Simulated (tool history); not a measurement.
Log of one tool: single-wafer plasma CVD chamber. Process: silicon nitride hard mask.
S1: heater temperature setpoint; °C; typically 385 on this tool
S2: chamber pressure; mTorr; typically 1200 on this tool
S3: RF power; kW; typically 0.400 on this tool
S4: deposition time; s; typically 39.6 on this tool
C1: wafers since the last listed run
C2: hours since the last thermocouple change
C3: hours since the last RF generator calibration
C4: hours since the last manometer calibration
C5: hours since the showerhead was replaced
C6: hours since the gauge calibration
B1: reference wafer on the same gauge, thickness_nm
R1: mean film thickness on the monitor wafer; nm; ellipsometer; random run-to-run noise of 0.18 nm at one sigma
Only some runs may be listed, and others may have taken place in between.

Run 1, hour 0.0: usual settings; C1 0; C2 418.3; C3 617.4; C4 406.9; C5 5556.8; C6 1532.8; B1 48.676. Result: R1 43.276 nm.
Run 2, hour 65.2: usual settings; C1 1526; C2 483.5; C3 682.6; C4 472.1; C5 5622.0; C6 1598.0; B1 48.789. Result: R1 42.894 nm.
At hour 132.0: RF generator calibrated.
Run 3, hour 172.7: usual settings; C1 2329; C2 591.0; C3 40.7; C4 579.6; C5 5729.5; C6 1705.5; B1 48.763. Result: R1 44.793 nm.
Run 4, hour 270.6: usual settings; C1 2291; C2 688.9; C3 138.6; C4 677.5; C5 5827.4; C6 1803.4; B1 48.608. Result: R1 44.273 nm.
Run 5, hour 351.6: usual settings but S1 394 °C, S3 0.415 kW; C1 1896; C2 769.9; C3 219.6; C4 758.5; C5 5908.4; C6 1884.4; B1 48.735. Result: R1 45.470 nm.
Run 6, hour 437.2: usual settings but S1 394 °C, S3 0.415 kW; C1 2003; C2 855.5; C3 305.2; C4 844.1; C5 5994.0; C6 1970.0; B1 48.670. Result: R1 45.285 nm.
Run 7, hour 481.4: usual settings but S1 394 °C, S3 0.415 kW; C1 1034; C2 899.7; C3 349.4; C4 888.3; C5 6038.2; C6 2014.2; B1 48.696. Result: R1 45.190 nm.
Run 8, hour 571.2: usual settings but S2 1430 mTorr, S3 0.340 kW; C1 2102; C2 989.5; C3 439.2; C4 978.1; C5 6128.0; C6 2104.0; B1 48.733. Result: R1 38.547 nm.
At hour 638.6: showerhead replaced, of another model than before.
Run 9, hour 654.2: usual settings but S2 1430 mTorr, S3 0.340 kW; C1 1755; C2 1072.5; C3 522.2; C4 1061.1; C5 15.6; C6 2187.0; B1 48.694. Result: R1 42.238 nm.
Run 10, hour 721.6: usual settings but S2 1430 mTorr, S3 0.340 kW; C1 1577; C2 1139.9; C3 589.6; C4 1128.5; C5 83.0; C6 2254.4; B1 48.735. Result: R1 42.347 nm.
At hour 763.5: capacitance manometer re-zeroed and calibrated.
Run 11, hour 764.0: usual settings but S2 940 mTorr, S3 0.375 kW, S4 45.9 s; C1 805; C2 1182.3; C3 632.0; C4 0.5; C5 125.4; C6 2296.8; B1 48.688. Result: R1 46.909 nm.
Run 12, hour 832.5: usual settings; C1 1603; C2 1250.8; C3 700.5; C4 69.0; C5 193.9; C6 2365.3; B1 48.651. Result: R1 44.484 nm.
At hour 904.6: RF generator calibrated.
Run 13, hour 930.6: usual settings; C1 2109; C2 1348.9; C3 26.0; C4 167.1; C5 292.0; C6 2463.4; B1 48.774. Result: R1 45.146 nm.
Run 14, hour 1000.9: usual settings but S1 379 °C, S2 1280 mTorr, S3 0.330 kW, S4 44.3 s; C1 1645; C2 1419.2; C3 96.3; C4 237.4; C5 362.3; C6 2533.7; B1 48.657. Result: R1 46.366 nm.
Run 15, hour 1105.5: usual settings but S1 395 °C, S2 1000 mTorr, S3 0.330 kW, S4 33.0 s; C1 2448; C2 1523.8; C3 200.9; C4 342.0; C5 466.9; C6 2638.3; B1 48.757. Result: R1 32.378 nm.
Run 16, hour 1151.7: usual settings but S2 1070 mTorr, S3 0.330 kW; C1 1081; C2 1570.0; C3 247.1; C4 388.2; C5 513.1; C6 2684.5; B1 48.748. Result: R1 39.257 nm.
Run 17, hour 1218.1: usual settings but S1 391 °C, S3 0.470 kW, S4 35.6 s; C1 1554; C2 1636.4; C3 313.5; C4 454.6; C5 579.5; C6 2750.9; B1 48.633. Result: R1 42.853 nm.
Run 18, hour 1298.0: usual settings but S1 390 °C, S4 34.3 s; C1 1870; C2 1716.3; C3 393.4; C4 534.5; C5 659.4; C6 2830.8; B1 48.695. Result: R1 38.421 nm.
At hour 1369.9: gauge calibrated.
At hour 1381.3: thermocouple changed; heater temperature recalibrated.
Run 19, hour 1390.5: usual settings but S2 910 mTorr; C1 1978; C2 9.2; C3 485.9; C4 627.0; C5 751.9; C6 20.6; B1 48.777. Result: R1 41.727 nm.
Run 20, hour 1434.1: usual settings but S1 372 °C, S2 1350 mTorr, S3 0.365 kW, S4 35.9 s; C1 1020; C2 52.8; C3 529.5; C4 670.6; C5 795.5; C6 64.2; B1 48.754. Result: R1 39.535 nm.
Run 21, hour 1481.5: usual settings but S1 398 °C, S3 0.350 kW; C1 1109; C2 100.2; C3 576.9; C4 718.0; C5 842.9; C6 111.6; B1 48.702. Result: R1 41.167 nm.
Run 22, hour 1566.6: usual settings; C1 1992; C2 185.3; C3 662.0; C4 803.1; C5 928.0; C6 196.7; B1 48.693. Result: R1 43.804 nm.
At hour 1619.0: RF generator calibrated.
Run 23, hour 1642.2: usual settings but S1 400 °C, S2 1300 mTorr; C1 1582; C2 260.9; C3 23.2; C4 878.7; C5 1003.6; C6 272.3; B1 48.661. Result: R1 45.611 nm.
Run 24, hour 1690.5: usual settings but S1 392 °C, S2 1410 mTorr, S3 0.425 kW, S4 33.6 s; C1 1130; C2 309.2; C3 71.5; C4 927.0; C5 1051.9; C6 320.6; B1 48.660. Result: R1 40.230 nm.
Run 25, hour 1743.3: usual settings but S1 392 °C, S3 0.445 kW; C1 1236; C2 362.0; C3 124.3; C4 979.8; C5 1104.7; C6 373.4; B1 48.692. Result: R1 47.046 nm.
Run 26, hour 1809.6: usual settings but S3 0.375 kW, S4 41.8 s; C1 1552; C2 428.3; C3 190.6; C4 1046.1; C5 1171.0; C6 439.7; B1 48.756. Result: R1 45.231 nm.
Run 27, hour 1865.6: usual settings but S1 391 °C, S4 34.6 s; C1 1310; C2 484.3; C3 246.6; C4 1102.1; C5 1227.0; C6 495.7; B1 48.685. Result: R1 38.950 nm.
At hour 1963.9: capacitance manometer re-zeroed and calibrated.
Run 28, hour 1969.8: usual settings; C1 2252; C2 588.5; C3 350.8; C4 5.9; C5 1331.2; C6 599.9; B1 48.607. Result: R1 44.144 nm.
Run 29, hour 2019.2: usual settings; C1 1156; C2 637.9; C3 400.2; C4 55.3; C5 1380.6; C6 649.3; B1 48.688. Result: R1 44.274 nm.

Here are 3 independent what-if runs from the current tool condition. What would each one return?
Run A, hour 2019.6: usual settings but S3 0.330 kW; C1 9; C2 638.3; C3 400.6; C4 55.7; C5 1381.0; C6 649.7; B1 ?. Result: R1 ?.
Run B, hour 2019.6: usual settings but S1 378 °C, S3 0.425 kW; C1 9; C2 638.3; C3 400.6; C4 55.7; C5 1381.0; C6 649.7; B1 ?. Result: R1 ?.
Run C, hour 2019.6: usual settings but S1 376 °C; C1 9; C2 638.3; C3 400.6; C4 55.7; C5 1381.0; C6 649.7; B1 ?. Result: R1 ?.

run      B1      R1
  A  48.634  40.272
  B  48.634  45.860
  C  48.634  44.571
With no hidden state in the tool, these same runs would have given:
run      R1
  A  41.104
  B  46.738
  C  45.440

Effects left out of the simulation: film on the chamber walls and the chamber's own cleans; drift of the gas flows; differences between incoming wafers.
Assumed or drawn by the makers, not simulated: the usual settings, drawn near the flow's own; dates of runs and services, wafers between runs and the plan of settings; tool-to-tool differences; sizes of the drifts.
